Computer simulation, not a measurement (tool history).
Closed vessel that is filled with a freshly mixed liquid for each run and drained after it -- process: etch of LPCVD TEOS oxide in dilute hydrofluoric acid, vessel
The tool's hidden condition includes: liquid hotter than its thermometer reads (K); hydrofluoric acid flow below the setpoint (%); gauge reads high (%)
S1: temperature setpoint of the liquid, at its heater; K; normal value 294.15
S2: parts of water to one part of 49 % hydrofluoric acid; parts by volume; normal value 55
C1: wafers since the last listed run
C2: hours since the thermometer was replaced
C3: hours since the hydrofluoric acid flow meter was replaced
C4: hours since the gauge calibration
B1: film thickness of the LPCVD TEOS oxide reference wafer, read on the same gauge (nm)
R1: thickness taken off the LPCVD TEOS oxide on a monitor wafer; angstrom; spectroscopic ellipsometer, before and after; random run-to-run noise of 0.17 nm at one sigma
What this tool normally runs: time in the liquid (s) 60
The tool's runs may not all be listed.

{"run": 1, "day": 0.0, "S1": 294.15, "S2": 55, "time in the liquid (s)": 60, "C1": 0, "C2": 413.3, "C3": 728.4, "C4": 1226.2, "B1": 89.99, "R1": 202.1}
{"run": 2, "day": 1.896, "S1": 294.15, "S2": 55, "time in the liquid (s)": 60, "C1": 5945, "C2": 458.8, "C3": 773.9, "C4": 1271.7, "B1": 89.98, "R1": 201.7}
{"day": 3.088, "done": "thermometer replaced"}
{"run": 3, "day": 3.475, "S1": 294.15, "S2": 55, "time in the liquid (s)": 60, "C1": 4821, "C2": 9.3, "C3": 811.8, "C4": 1309.6, "B1": 90.01, "R1": 200.1}
{"run": 4, "day": 5.708, "S1": 294.15, "S2": 65, "time in the liquid (s)": 60, "C1": 7003, "C2": 62.9, "C3": 865.4, "C4": 1363.2, "B1": 89.99, "R1": 164.7}
{"run": 5, "day": 7.629, "S1": 294.15, "S2": 65, "time in the liquid (s)": 60, "C1": 6023, "C2": 109, "C3": 911.5, "C4": 1409.3, "B1": 90.03, "R1": 167}
{"run": 6, "day": 13.592, "S1": 294.15, "S2": 65, "time in the liquid (s)": 60, "C1": 18698, "C2": 252.1, "C3": 1054.6, "C4": 1552.4, "B1": 90.01, "R1": 167.6}
{"day": 14.092, "done": "hydrofluoric acid flow meter replaced"}
{"run": 7, "day": 15.742, "S1": 294.15, "S2": 55, "time in the liquid (s)": 60, "C1": 6611, "C2": 303.7, "C3": 39.6, "C4": 1604, "B1": 89.98, "R1": 205.6}
{"run": 8, "day": 17.125, "S1": 294.15, "S2": 55, "time in the liquid (s)": 60, "C1": 4338, "C2": 336.9, "C3": 72.8, "C4": 1637.2, "B1": 89.95, "R1": 202.7}
{"run": 9, "day": 20.083, "S1": 294.15, "S2": 55, "time in the liquid (s)": 60, "C1": 9277, "C2": 407.9, "C3": 143.8, "C4": 1708.2, "B1": 90.03, "R1": 199.6}
{"run": 10, "day": 21.925, "S1": 294.15, "S2": 55, "time in the liquid (s)": 70, "C1": 5775, "C2": 452.1, "C3": 188, "C4": 1752.4, "B1": 89.98, "R1": 237.6}
{"run": 11, "day": 23.288, "S1": 294.15, "S2": 55, "time in the liquid (s)": 60, "C1": 4272, "C2": 484.8, "C3": 220.7, "C4": 1785.1, "B1": 90, "R1": 204.3}
{"day": 23.638, "done": "thermometer replaced"}
{"run": 12, "day": 25.825, "S1": 290.15, "S2": 45, "time in the liquid (s)": 80, "C1": 7827, "C2": 52.5, "C3": 281.6, "C4": 1846, "B1": 90.03, "R1": 272.6}
{"run": 13, "day": 27.121, "S1": 290.15, "S2": 70, "time in the liquid (s)": 90, "C1": 4063, "C2": 83.6, "C3": 312.7, "C4": 1877.1, "B1": 89.98, "R1": 189.3}
{"run": 14, "day": 28.358, "S1": 295.65, "S2": 45, "time in the liquid (s)": 30, "C1": 3880, "C2": 113.3, "C3": 342.4, "C4": 1906.8, "B1": 89.97, "R1": 129.4}
{"run": 15, "day": 30.275, "S1": 294.15, "S2": 55, "time in the liquid (s)": 35, "C1": 6010, "C2": 159.3, "C3": 388.4, "C4": 1952.8, "B1": 90.01, "R1": 115.1}
{"run": 16, "day": 31.783, "S1": 295.65, "S2": 40, "time in the liquid (s)": 60, "C1": 4730, "C2": 195.5, "C3": 424.6, "C4": 1989, "B1": 89.96, "R1": 291.3}
{"run": 17, "day": 34.017, "S1": 294.15, "S2": 35, "time in the liquid (s)": 60, "C1": 7003, "C2": 249.1, "C3": 478.2, "C4": 2042.6, "B1": 89.96, "R1": 319}
{"run": 18, "day": 42.233, "S1": 297.65, "S2": 55, "time in the liquid (s)": 90, "C1": 25768, "C2": 446.3, "C3": 675.4, "C4": 2239.8, "B1": 89.97, "R1": 348.8}
{"run": 19, "day": 43.596, "S1": 294.15, "S2": 55, "time in the liquid (s)": 60, "C1": 4272, "C2": 479, "C3": 708.1, "C4": 2272.5, "B1": 90, "R1": 201.8}
{"run": 20, "day": 44.8, "S1": 294.15, "S2": 65, "time in the liquid (s)": 60, "C1": 3776, "C2": 507.9, "C3": 737, "C4": 2301.4, "B1": 89.96, "R1": 170.4}
{"run": 21, "day": 46.442, "S1": 290.65, "S2": 80, "time in the liquid (s)": 70, "C1": 5148, "C2": 547.3, "C3": 776.4, "C4": 2340.8, "B1": 90.01, "R1": 135.5}
{"day": 46.712, "done": "thermometer replaced"}
{"day": 46.821, "done": "gauge calibrated"}
{"run": 22, "day": 48.679, "S1": 290.15, "S2": 75, "time in the liquid (s)": 45, "C1": 6886, "C2": 47.2, "C3": 830.1, "C4": 44.6, "B1": 90, "R1": 89.1}
{"run": 23, "day": 49.746, "S1": 294.15, "S2": 40, "time in the liquid (s)": 40, "C1": 3345, "C2": 72.8, "C3": 855.7, "C4": 70.2, "B1": 90.01, "R1": 183.8}
{"run": 24, "day": 52.112, "S1": 290.15, "S2": 75, "time in the liquid (s)": 90, "C1": 7422, "C2": 129.6, "C3": 912.5, "C4": 127, "B1": 89.96, "R1": 178.7}
{"run": 25, "day": 53.767, "S1": 294.15, "S2": 30, "time in the liquid (s)": 40, "C1": 5187, "C2": 169.3, "C3": 952.2, "C4": 166.7, "B1": 89.96, "R1": 247.7}
{"run": 26, "day": 54.842, "S1": 294.15, "S2": 55, "time in the liquid (s)": 75, "C1": 3371, "C2": 195.1, "C3": 978, "C4": 192.5, "B1": 89.99, "R1": 246}
{"run": 27, "day": 57.3, "S1": 294.15, "S2": 55, "time in the liquid (s)": 60, "C1": 7709, "C2": 254.1, "C3": 1037, "C4": 251.5, "B1": 90.05, "R1": 199.8}
{"run": 28, "day": 59.7, "S1": 291.15, "S2": 55, "time in the liquid (s)": 85, "C1": 7526, "C2": 311.7, "C3": 1094.6, "C4": 309.1, "B1": 89.95, "R1": 248.8}
{"run": 29, "day": 62.483, "S1": 294.15, "S2": 80, "time in the liquid (s)": 60, "C1": 8728, "C2": 378.5, "C3": 1161.4, "C4": 375.9, "B1": 89.95, "R1": 135.2}
{"run": 30, "day": 63.588, "S1": 290.15, "S2": 70, "time in the liquid (s)": 40, "C1": 3462, "C2": 405, "C3": 1187.9, "C4": 402.4, "B1": 89.97, "R1": 87.5}
{"day": 65.033, "done": "hydrofluoric acid flow meter replaced"}
{"run": 31, "day": 66.575, "S1": 294.15, "S2": 70, "time in the liquid (s)": 60, "C1": 9238, "C2": 476.7, "C3": 37, "C4": 474.1, "B1": 89.99, "R1": 154.3}
{"run": 32, "day": 68.896, "S1": 294.15, "S2": 55, "time in the liquid (s)": 60, "C1": 7278, "C2": 532.4, "C3": 92.7, "C4": 529.8, "B1": 90.01, "R1": 204.3}

Consider 5 possible next runs. They are alternatives, not a sequence: every one starts from the tool as it was left by run 32. What does each give?
{"run": "A", "day": 68.925, "S1": 294.15, "S2": 55, "time in the liquid (s)": 60, "C1": 91, "C2": 533.1, "C3": 93.4, "C4": 530.5, "B1": "?", "R1": "?"}
{"run": "B", "day": 68.925, "S1": 290.15, "S2": 70, "time in the liquid (s)": 30, "C1": 91, "C2": 533.1, "C3": 93.4, "C4": 530.5, "B1": "?", "R1": "?"}
{"run": "C", "day": 68.925, "S1": 298.65, "S2": 70, "time in the liquid (s)": 95, "C1": 91, "C2": 533.1, "C3": 93.4, "C4": 530.5, "B1": "?", "R1": "?"}
{"run": "D", "day": 68.925, "S1": 290.65, "S2": 55, "time in the liquid (s)": 60, "C1": 91, "C2": 533.1, "C3": 93.4, "C4": 530.5, "B1": "?", "R1": "?"}
{"run": "E", "day": 68.925, "S1": 290.15, "S2": 55, "time in the liquid (s)": 60, "C1": 91, "C2": 533.1, "C3": 93.4, "C4": 530.5, "B1": "?", "R1": "?"}

run=A B1=90.05 R1=204.3
run=B B1=90.05 R1=66.6
run=C B1=90.05 R1=299.1
run=D B1=90.05 R1=176.3
run=E B1=90.05 R1=172.6
Stripped of hidden state, with their random variation kept, the same runs would have yielded:
run=A R1=193.1
run=B R1=62.9
run=C R1=283.4
run=D R1=166.4
run=E R1=162.8

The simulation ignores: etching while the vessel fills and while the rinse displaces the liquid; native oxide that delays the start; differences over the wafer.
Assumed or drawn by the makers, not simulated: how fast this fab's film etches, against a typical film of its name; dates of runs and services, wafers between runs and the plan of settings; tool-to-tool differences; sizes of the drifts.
